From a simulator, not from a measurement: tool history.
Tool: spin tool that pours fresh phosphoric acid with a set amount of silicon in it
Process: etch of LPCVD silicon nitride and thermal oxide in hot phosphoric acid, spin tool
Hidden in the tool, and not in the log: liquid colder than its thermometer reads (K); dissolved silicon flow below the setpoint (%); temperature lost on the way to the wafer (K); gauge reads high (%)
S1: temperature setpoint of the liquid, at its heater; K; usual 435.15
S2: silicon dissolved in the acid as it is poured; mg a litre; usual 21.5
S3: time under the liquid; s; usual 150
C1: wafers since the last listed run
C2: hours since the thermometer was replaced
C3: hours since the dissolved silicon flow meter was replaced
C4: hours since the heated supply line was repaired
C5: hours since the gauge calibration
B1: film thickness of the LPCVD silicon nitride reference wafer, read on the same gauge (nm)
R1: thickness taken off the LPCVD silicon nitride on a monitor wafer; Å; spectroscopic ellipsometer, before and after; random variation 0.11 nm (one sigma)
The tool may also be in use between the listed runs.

Run 1, hour 0: usual settings; C1 0; C2 970.4; C3 2044.7; C4 2837.8; C5 1420.3; B1 70. Result: R1 117.3 Å.
Run 2, hour 28.1: usual settings but S1 437.65 K; C1 228; C2 998.5; C3 2072.8; C4 2865.9; C5 1448.4; B1 70. Result: R1 127.9 Å.
Run 3, hour 67.8: usual settings but S1 437.65 K; C1 322; C2 1038.2; C3 2112.5; C4 2905.6; C5 1488.1; B1 70.02. Result: R1 126.8 Å.
Run 4, hour 104.5: usual settings; C1 298; C2 1074.9; C3 2149.2; C4 2942.3; C5 1524.8; B1 69.99. Result: R1 116.6 Å.
At hour 140.2: heated supply line repaired.
Run 5, hour 163.1: usual settings but S1 436.15 K; C1 468; C2 1133.5; C3 2207.8; C4 22.9; C5 1583.4; B1 69.97. Result: R1 139.6 Å.
Run 6, hour 188: usual settings but S1 436.15 K; C1 202; C2 1158.4; C3 2232.7; C4 47.8; C5 1608.3; B1 69.97. Result: R1 141.3 Å.
Run 7, hour 226.3: usual settings; C1 311; C2 1196.7; C3 2271; C4 86.1; C5 1646.6; B1 69.98. Result: R1 136 Å.
Run 8, hour 266.3: usual settings but S1 433.15 K, S2 17 mg a litre, S3 195 s; C1 325; C2 1236.7; C3 2311; C4 126.1; C5 1686.6; B1 70.01. Result: R1 163.6 Å.
At hour 319.3: dissolved silicon flow meter replaced.
Run 9, hour 337.3: usual settings but S1 436.15 K, S2 28 mg a litre, S3 215 s; C1 569; C2 1307.7; C3 18; C4 197.1; C5 1757.6; B1 69.98. Result: R1 197.7 Å.
Run 10, hour 405.8: usual settings but S1 433.15 K, S2 16.5 mg a litre, S3 80 s; C1 556; C2 1376.2; C3 86.5; C4 265.6; C5 1826.1; B1 69.99. Result: R1 66.3 Å.
Run 11, hour 459.3: usual settings; C1 434; C2 1429.7; C3 140; C4 319.1; C5 1879.6; B1 70.02. Result: R1 132.5 Å.
At hour 459.5: gauge calibrated.
Run 12, hour 530.7: usual settings but S2 8.5 mg a litre, S3 120 s; C1 580; C2 1501.1; C3 211.4; C4 390.5; C5 71.2; B1 70. Result: R1 106.7 Å.
Run 13, hour 598.9: usual settings but S3 185 s; C1 554; C2 1569.3; C3 279.6; C4 458.7; C5 139.4; B1 70. Result: R1 163.1 Å.
Run 14, hour 654.3: usual settings but S2 16 mg a litre, S3 210 s; C1 450; C2 1624.7; C3 335; C4 514.1; C5 194.8; B1 70.01. Result: R1 185.7 Å.
At hour 656.2: thermometer replaced.
Run 15, hour 690.3: usual settings; C1 284; C2 34.1; C3 371; C4 550.1; C5 230.8; B1 70. Result: R1 134.4 Å.
Run 16, hour 745.3: usual settings but S2 13.5 mg a litre; C1 447; C2 89.1; C3 426; C4 605.1; C5 285.8; B1 69.99. Result: R1 131.9 Å.
Run 17, hour 806: usual settings but S1 433.65 K; C1 493; C2 149.8; C3 486.7; C4 665.8; C5 346.5; B1 69.99. Result: R1 124.2 Å.
Run 18, hour 833.5: usual settings but S2 13.5 mg a litre; C1 223; C2 177.3; C3 514.2; C4 693.3; C5 374; B1 70. Result: R1 128.9 Å.
Run 19, hour 901.6: usual settings but S2 12.5 mg a litre, S3 200 s; C1 553; C2 245.4; C3 582.3; C4 761.4; C5 442.1; B1 69.99. Result: R1 174.3 Å.
Run 20, hour 994.1: usual settings but S1 436.65 K, S3 210 s; C1 751; C2 337.9; C3 674.8; C4 853.9; C5 534.6; B1 69.97. Result: R1 191.6 Å.
Run 21, hour 1061: usual settings; C1 543; C2 404.8; C3 741.7; C4 920.8; C5 601.5; B1 69.98. Result: R1 128.5 Å.
Run 22, hour 1103: usual settings but S1 434.15 K, S2 33 mg a litre; C1 341; C2 446.8; C3 783.7; C4 962.8; C5 643.5; B1 70. Result: R1 124.1 Å.

Forecast each of these 4 alternatives for the next run:
Run A, hour 1103.5: usual settings; C1 4; C2 447.3; C3 784.2; C4 963.3; C5 644; B1 ?. Result: R1 ?.
Run B, hour 1103.5: usual settings but S1 436.65 K, S3 85 s; C1 4; C2 447.3; C3 784.2; C4 963.3; C5 644; B1 ?. Result: R1 ?.
Run C, hour 1103.5: usual settings but S1 438.15 K, S2 13 mg a litre, S3 225 s; C1 4; C2 447.3; C3 784.2; C4 963.3; C5 644; B1 ?. Result: R1 ?.
Run D, hour 1103.5: usual settings but S2 37 mg a litre; C1 4; C2 447.3; C3 784.2; C4 963.3; C5 644; B1 ?. Result: R1 ?.

run     B1     R1
  A  70.01  129.1
  B  70.01   76.9
  C  70.01    214
  D  70.01  129.1
Without the tool's hidden state the same runs would have given:
run     R1
  A  136.2
  B   81.1
  C  225.6
  D  136.2

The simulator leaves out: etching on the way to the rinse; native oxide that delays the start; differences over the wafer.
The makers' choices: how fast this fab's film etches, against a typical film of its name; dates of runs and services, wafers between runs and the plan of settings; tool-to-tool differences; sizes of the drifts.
